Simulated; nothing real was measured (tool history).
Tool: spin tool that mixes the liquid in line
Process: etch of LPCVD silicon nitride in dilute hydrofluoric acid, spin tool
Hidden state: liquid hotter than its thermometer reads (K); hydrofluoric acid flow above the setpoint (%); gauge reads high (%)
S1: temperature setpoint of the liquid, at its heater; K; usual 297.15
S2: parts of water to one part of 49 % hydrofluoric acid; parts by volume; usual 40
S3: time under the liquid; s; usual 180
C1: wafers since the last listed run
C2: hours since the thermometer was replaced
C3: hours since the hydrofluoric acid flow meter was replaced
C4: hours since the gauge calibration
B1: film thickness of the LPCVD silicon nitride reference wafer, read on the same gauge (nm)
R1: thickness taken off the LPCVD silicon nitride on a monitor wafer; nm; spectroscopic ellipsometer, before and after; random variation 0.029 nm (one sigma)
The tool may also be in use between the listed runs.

run     day      S1  S2   S3    C1      C2     C3     C4      B1     R1
  1   0.000  297.15  40  180     0   296.1   57.3  688.0  30.005  2.635
  2   2.275  297.15  40  180   464   350.7  111.9  742.6  29.978  2.714
  3   5.183  294.65  40  115   594   420.5  181.7  812.4  30.006  1.469
  4   8.417  294.65  40  115   660   498.1  259.3  890.0  29.991  1.434
  5  10.671  297.15  40  180   460   552.2  313.4  944.1  29.982  2.735
     13.275  -- gauge calibrated
  6  14.383  297.15  40  180   758   641.3  402.5   26.6  30.006  2.844
  7  18.312  297.15  40  180   802   735.6  496.8  120.9  30.003  2.760
  8  19.983  298.65  40  180   341   775.7  536.9  161.0  29.989  3.104
     21.592  -- hydrofluoric acid flow meter replaced
  9  24.267  298.65  20  125   866   878.5   64.2  263.8  30.005  4.415
     29.704  -- hydrofluoric acid flow meter replaced, repeated, since the last time left the tool worse
 10  30.058  301.15  45  180  1174  1017.5    8.5  402.8  29.964  3.066
     31.458  -- thermometer replaced
 11  32.250  297.15  30  180   439    19.0   61.1  455.4  30.003  3.501
 12  36.442  297.15  40  105   856   119.6  161.7  556.0  29.994  1.573
 13  39.479  297.15  40  180   620   192.5  234.6  628.9  29.978  2.733
 14  40.996  299.15  55  215   309   228.9  271.0  665.3  29.993  2.716

The same runs without the tool's hidden state, with the same run-to-run variation:
run     R1
  1  2.584
  2  2.644
  3  1.419
  4  1.372
  5  2.599
  6  2.674
  7  2.566
  8  2.872
  9  3.902
 10  3.037
 11  3.446
 12  1.529
 13  2.632
 14  2.603
